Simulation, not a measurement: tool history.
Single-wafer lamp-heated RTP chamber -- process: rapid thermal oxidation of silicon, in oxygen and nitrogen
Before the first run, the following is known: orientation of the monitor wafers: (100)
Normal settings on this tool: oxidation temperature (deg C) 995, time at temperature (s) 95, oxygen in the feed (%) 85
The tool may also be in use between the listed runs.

run,day,oxidation temperature (deg C),time at temperature (s),oxygen in the feed (%),wafers since the last listed run,wafers since the last pyrometer calibration,hours since the oxygen flow controller was replaced,hours since the gauge calibration,"read-back reference wafer on the same gauge, thickness",oxide thickness on the monitor wafer (Å)
1,0,995,95,85,0,3932,6375,377.2,7.283,70.5
2,0.508,995,95,85,59,3992,6387.2,389.4,7.278,70.76
# day 0.867: gauge calibrated
3,1.508,995,95,85,117,4110,6411.2,15.4,7.28,70.09
4,2.192,995,116,85,80,4190,6427.6,31.8,7.275,77.52
5,3.092,995,116,85,105,4296,6449.2,53.4,7.28,77.13
6,3.846,995,59,85,88,4385,6467.3,71.5,7.278,57.15
7,4.55,995,84,85,82,4468,6484.2,88.4,7.293,66.72
8,5.188,995,84,85,75,4543,6499.5,103.7,7.275,66.63
9,6.146,995,84,85,112,4656,6522.5,126.7,7.269,66.73
10,6.875,1012,128,85,85,4741,6540,144.2,7.272,91.64
11,7.467,1012,128,85,69,4811,6554.2,158.4,7.277,91.66
# day 8.608: oxygen flow controller replaced
12,9.675,1012,128,85,220,5032,25.6,211.4,7.274,91.78
13,10.725,1025,80,98,123,5155,50.8,236.6,7.291,85.52
14,12.179,995,75,85,171,5327,85.7,271.5,7.281,63.54
15,13.483,995,116,85,153,5480,117,302.8,7.282,77.35
# day 13.871: pyrometer window cleaned and pyrometer calibrated
16,14.358,966,52,65,63,57,138,323.8,7.285,40.81
# day 15.467: gauge calibrated
17,15.642,967,95,85,151,208,168.8,4.2,7.283,57.02
18,17.783,995,95,85,252,460,220.2,55.6,7.283,70.65
19,18.35,995,95,85,66,527,233.8,69.2,7.272,70.61
20,19.008,979,83,65,77,604,249.6,85,7.272,53.92
21,20.467,995,95,65,171,776,284.6,120,7.271,64.6
22,21.412,1022,120,98,111,887,307.3,142.7,7.272,101.17
23,22.438,1003,110,98,120,1008,331.9,167.3,7.286,84.15
24,23.7,973,69,85,148,1156,362.2,197.6,7.287,52.12

How the hidden state differs across the entries between the runs, from the last listed run before each to the first after it:
After run 2, before run 3: gauge calibrated (day 0.867)
  no difference in the tool's unlogged condition between these two runs
After run 11, before run 12: oxygen flow controller replaced (day 8.608)
  no difference in the tool's unlogged condition between these two runs
After run 15, before run 16: pyrometer window cleaned and pyrometer calibrated (day 13.871)
  no difference in the tool's unlogged condition between these two runs
After run 16, before run 17: gauge calibrated (day 15.467)
  no difference in the tool's unlogged condition between these two runs
